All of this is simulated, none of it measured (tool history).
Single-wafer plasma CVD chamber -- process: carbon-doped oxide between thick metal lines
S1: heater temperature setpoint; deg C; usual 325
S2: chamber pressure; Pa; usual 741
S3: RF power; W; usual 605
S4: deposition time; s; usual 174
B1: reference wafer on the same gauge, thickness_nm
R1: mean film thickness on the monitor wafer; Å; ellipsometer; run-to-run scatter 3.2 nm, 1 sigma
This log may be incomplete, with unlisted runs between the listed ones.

run 1 hour=0.0 | S1=325 S2=741 S3=605 S4=174 | B1=1139.910 | R1=10159.54
run 2 hour=90.2 | S1=316 S2=741 S3=605 S4=174 | B1=1140.496 | R1=10479.09
run 3 hour=131.9 | S1=316 S2=741 S3=605 S4=174 | B1=1141.891 | R1=10506.87
run 4 hour=329.9 | S1=325 S2=627 S3=605 S4=174 | B1=1139.437 | R1=9828.32
run 5 hour=430.3 | S1=325 S2=627 S3=605 S4=174 | B1=1138.985 | R1=9843.78
run 6 hour=484.8 | S1=325 S2=627 S3=605 S4=174 | B1=1140.411 | R1=9785.23
-- hour=533.4 showerhead replaced
-- hour=534.6 thermocouple changed; heater temperature recalibrated
run 7 hour=573.1 | S1=331 S2=741 S3=605 S4=190 | B1=1139.711 | R1=10813.89
run 8 hour=612.0 | S1=331 S2=741 S3=605 S4=190 | B1=1141.623 | R1=10831.22
run 9 hour=691.1 | S1=331 S2=741 S3=605 S4=190 | B1=1141.232 | R1=10914.79
run 10 hour=744.1 | S1=325 S2=741 S3=695 S4=174 | B1=1141.070 | R1=11497.56
run 11 hour=809.5 | S1=321 S2=844 S3=500 S4=174 | B1=1139.914 | R1=8512.04
run 12 hour=873.9 | S1=325 S2=741 S3=605 S4=174 | B1=1140.323 | R1=10186.06
run 13 hour=950.5 | S1=325 S2=741 S3=605 S4=174 | B1=1140.620 | R1=10103.08
run 14 hour=1002.6 | S1=315 S2=601 S3=715 S4=191 | B1=1141.176 | R1=12982.19
run 15 hour=1106.0 | S1=315 S2=741 S3=605 S4=163 | B1=1139.364 | R1=9882.38
-- hour=1139.3 RF generator calibrated
-- hour=1152.0 capacitance manometer re-zeroed and calibrated
run 16 hour=1152.5 | S1=319 S2=567 S3=605 S4=152 | B1=1138.619 | R1=8674.16
-- hour=1186.3 gauge calibrated
run 17 hour=1223.3 | S1=325 S2=833 S3=545 S4=174 | B1=1140.897 | R1=9338.18
run 18 hour=1309.9 | S1=325 S2=741 S3=605 S4=174 | B1=1139.604 | R1=10155.47
run 19 hour=1396.6 | S1=329 S2=741 S3=515 S4=174 | B1=1140.045 | R1=8450.80
run 20 hour=1501.5 | S1=325 S2=741 S3=565 S4=196 | B1=1141.802 | R1=10684.09
run 21 hour=1557.8 | S1=325 S2=741 S3=605 S4=174 | B1=1140.246 | R1=10105.39
run 22 hour=1642.1 | S1=319 S2=567 S3=605 S4=152 | B1=1139.910 | R1=8655.63
run 23 hour=1683.5 | S1=325 S2=741 S3=560 S4=174 | B1=1138.935 | R1=9375.91
run 24 hour=1746.7 | S1=336 S2=741 S3=605 S4=203 | B1=1140.622 | R1=11485.35
run 25 hour=1797.9 | S1=325 S2=624 S3=605 S4=174 | B1=1139.614 | R1=9880.07
run 26 hour=1896.4 | S1=313 S2=741 S3=565 S4=190 | B1=1139.463 | R1=10830.65
run 27 hour=1940.1 | S1=311 S2=640 S3=695 S4=147 | B1=1141.320 | R1=10057.24

5 options for the next run, each taken on its own from the tool as it stands now. Forecast them:
run A hour=1940.5 | S1=325 S2=741 S3=605 S4=174 | B1=? | R1=?
run B hour=1940.5 | S1=325 S2=797 S3=605 S4=188 | B1=? | R1=?
run C hour=1940.5 | S1=320 S2=567 S3=705 S4=206 | B1=? | R1=?
run D hour=1940.5 | S1=334 S2=639 S3=690 S4=146 | B1=? | R1=?
run E hour=1940.5 | S1=319 S2=604 S3=605 S4=155 | B1=? | R1=?

run=A B1=1139.266 R1=10194.48
run=B B1=1139.266 R1=11121.88
run=C B1=1139.266 R1=13440.16
run=D B1=1139.266 R1=9125.38
run=E B1=1139.266 R1=8943.14
The same runs, with their run-to-run variation unchanged, on a tool lacking any hidden condition would have given:
run=A R1=10194.48
run=B R1=11121.88
run=C R1=13440.16
run=D R1=9125.38
run=E R1=8943.14
